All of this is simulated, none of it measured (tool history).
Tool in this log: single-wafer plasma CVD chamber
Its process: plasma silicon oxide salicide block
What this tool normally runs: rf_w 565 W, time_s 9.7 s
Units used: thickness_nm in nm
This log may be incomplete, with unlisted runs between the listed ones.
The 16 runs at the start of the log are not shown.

run    hour  rf_w  time_s  read-back reference wafer on the same gauge, thickness_nm  thickness_nm
 17   762.5   510     9.7                                                     83.983        97.702
      797.2  -- gauge calibrated
 18   813.3   455   10.21                                                     86.414       100.177
 19   838.3   565     9.7                                                     86.454       102.873
 20   902.2   650     9.7                                                     86.566        108.96
 21   954.1   565   10.57                                                     86.483       112.665
 22  1015.9   460    8.56                                                     86.471        84.686
     1036.7  -- RF generator calibrated
     1042.3  -- showerhead replaced
 23  1054.1   565     9.7                                                      86.49       102.629
 24  1081.5   565     9.7                                                     86.404       103.744
 25  1123.6   565     9.7                                                     86.362       103.538
 26  1190.8   455   11.39                                                     86.286       112.331
 27  1220.6   565    8.22                                                     86.325        87.315
 28  1255.5   610   11.21                                                      86.25       123.288
 29  1301.9   565     9.7                                                     86.249       102.568
 30  1364.9   565    10.3                                                     86.181        108.47
 31  1427.1   675   11.59                                                     86.322       130.983
 32  1476.8   620     9.7                                                     86.129       106.561
 33  1547.1   495    9.06                                                     86.024        91.267

Run 34 has not been measured yet. What should we expect?
 34  1598.1   650   11.61                                                          ?             ?

{"run 34": {"read-back reference wafer on the same gauge, thickness_nm": 85.948, "thickness_nm": 129.73}}
Minus the tool's unlogged condition, the same run would have read thickness_nm 129.801 nm.
